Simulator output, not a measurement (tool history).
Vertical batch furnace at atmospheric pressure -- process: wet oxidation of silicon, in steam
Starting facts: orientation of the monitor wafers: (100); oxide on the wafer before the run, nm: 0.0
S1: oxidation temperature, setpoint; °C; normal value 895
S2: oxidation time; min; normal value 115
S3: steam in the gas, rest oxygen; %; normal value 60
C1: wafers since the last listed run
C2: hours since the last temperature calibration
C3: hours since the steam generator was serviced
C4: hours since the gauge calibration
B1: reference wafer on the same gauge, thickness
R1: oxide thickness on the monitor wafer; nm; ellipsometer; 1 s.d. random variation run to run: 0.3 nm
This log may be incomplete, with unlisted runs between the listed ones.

run 1 hour=0 | S1=895 S2=115 S3=60 | C1=0 C2=3146.4 C3=3210.4 C4=37 | B1=154.99 | R1=165.27
run 2 hour=15.4 | S1=895 S2=115 S3=60 | C1=238 C2=3161.8 C3=3225.8 C4=52.4 | B1=155.04 | R1=165.92
run 3 hour=23.2 | S1=895 S2=115 S3=55 | C1=120 C2=3169.6 C3=3233.6 C4=60.2 | B1=155.02 | R1=153.07
run 4 hour=37.4 | S1=895 S2=115 S3=68 | C1=220 C2=3183.8 C3=3247.8 C4=74.4 | B1=154.97 | R1=184.45
run 5 hour=44.8 | S1=895 S2=115 S3=68 | C1=114 C2=3191.2 C3=3255.2 C4=81.8 | B1=154.99 | R1=184.44
run 6 hour=54.3 | S1=895 S2=115 S3=68 | C1=147 C2=3200.7 C3=3264.7 C4=91.3 | B1=155.02 | R1=184.54
run 7 hour=64.9 | S1=895 S2=115 S3=60 | C1=164 C2=3211.3 C3=3275.3 C4=101.9 | B1=155.11 | R1=165.79
run 8 hour=79.7 | S1=895 S2=115 S3=60 | C1=229 C2=3226.1 C3=3290.1 C4=116.7 | B1=155.06 | R1=165.77
run 9 hour=94.5 | S1=895 S2=115 S3=60 | C1=229 C2=3240.9 C3=3304.9 C4=131.5 | B1=154.92 | R1=165.62
run 10 hour=126.1 | S1=895 S2=115 S3=60 | C1=489 C2=3272.5 C3=3336.5 C4=163.1 | B1=155.02 | R1=165.74
run 11 hour=137.1 | S1=895 S2=115 S3=60 | C1=170 C2=3283.5 C3=3347.5 C4=174.1 | B1=154.89 | R1=165.52
run 12 hour=188.9 | S1=895 S2=115 S3=60 | C1=802 C2=3335.3 C3=3399.3 C4=225.9 | B1=154.97 | R1=165.54
run 13 hour=197.7 | S1=895 S2=115 S3=60 | C1=136 C2=3344.1 C3=3408.1 C4=234.7 | B1=155.08 | R1=165.94
run 14 hour=215.7 | S1=895 S2=115 S3=60 | C1=278 C2=3362.1 C3=3426.1 C4=252.7 | B1=155.02 | R1=165.57
-- hour=244.2 gauge calibrated
-- hour=245.5 thermocouples replaced and temperature profile calibrated
run 15 hour=246 | S1=895 S2=115 S3=50 | C1=97 C2=0.5 C3=3456.4 C4=1.8 | B1=155.07 | R1=132.29
run 16 hour=250.9 | S1=916 S2=95 S3=54 | C1=75 C2=5.4 C3=3461.3 C4=6.7 | B1=154.93 | R1=158.28
run 17 hour=262 | S1=895 S2=171.5 S3=60 | C1=171 C2=16.5 C3=3472.4 C4=17.8 | B1=154.84 | R1=221.44
run 18 hour=281.4 | S1=895 S2=133.5 S3=66 | C1=300 C2=35.9 C3=3491.8 C4=37.2 | B1=154.94 | R1=193.99
run 19 hour=290.8 | S1=920 S2=82 S3=60 | C1=145 C2=45.3 C3=3501.2 C4=46.6 | B1=155.04 | R1=159.82
-- hour=320.7 steam generator serviced
run 20 hour=321.2 | S1=895 S2=115 S3=60 | C1=99 C2=75.7 C3=0.5 C4=77 | B1=155.06 | R1=157.28
run 21 hour=326.1 | S1=917 S2=115 S3=68 | C1=75 C2=80.6 C3=5.4 C4=81.9 | B1=154.97 | R1=231.3
run 22 hour=363.8 | S1=911 S2=72 S3=72 | C1=584 C2=118.3 C3=43.1 C4=119.6 | B1=155.05 | R1=151.53
run 23 hour=377.2 | S1=914 S2=78.5 S3=64 | C1=207 C2=131.7 C3=56.5 C4=133 | B1=155.06 | R1=152.97
run 24 hour=397.1 | S1=877 S2=87 S3=53 | C1=308 C2=151.6 C3=76.4 C4=152.9 | B1=155.04 | R1=82.88
run 25 hour=407.8 | S1=914 S2=78.5 S3=64 | C1=165 C2=162.3 C3=87.1 C4=163.6 | B1=155.1 | R1=153.4
run 26 hour=417.4 | S1=895 S2=115 S3=60 | C1=148 C2=171.9 C3=96.7 C4=173.2 | B1=155.1 | R1=157.95
run 27 hour=429.1 | S1=895 S2=115 S3=60 | C1=181 C2=183.6 C3=108.4 C4=184.9 | B1=154.91 | R1=158.28
run 28 hour=448.9 | S1=895 S2=115 S3=56 | C1=306 C2=203.4 C3=128.2 C4=204.7 | B1=155.1 | R1=148.41

3 ways to go on from here, each from the tool as it stands after run 28. What would each give?
run A hour=453.9 | S1=895 S2=115 S3=60 | C1=77 C2=208.4 C3=133.2 C4=209.7 | B1=? | R1=?
run B hour=453.9 | S1=895 S2=115 S3=70 | C1=77 C2=208.4 C3=133.2 C4=209.7 | B1=? | R1=?
run C hour=453.9 | S1=907 S2=60.5 S3=60 | C1=77 C2=208.4 C3=133.2 C4=209.7 | B1=? | R1=?

run=A B1=155.01 R1=157.97
run=B B1=155.01 R1=181.01
run=C B1=155.01 R1=104.9
What these runs would have given with no unlogged condition in the tool:
run=A R1=155.68
run=B R1=178.45
run=C R1=103.45

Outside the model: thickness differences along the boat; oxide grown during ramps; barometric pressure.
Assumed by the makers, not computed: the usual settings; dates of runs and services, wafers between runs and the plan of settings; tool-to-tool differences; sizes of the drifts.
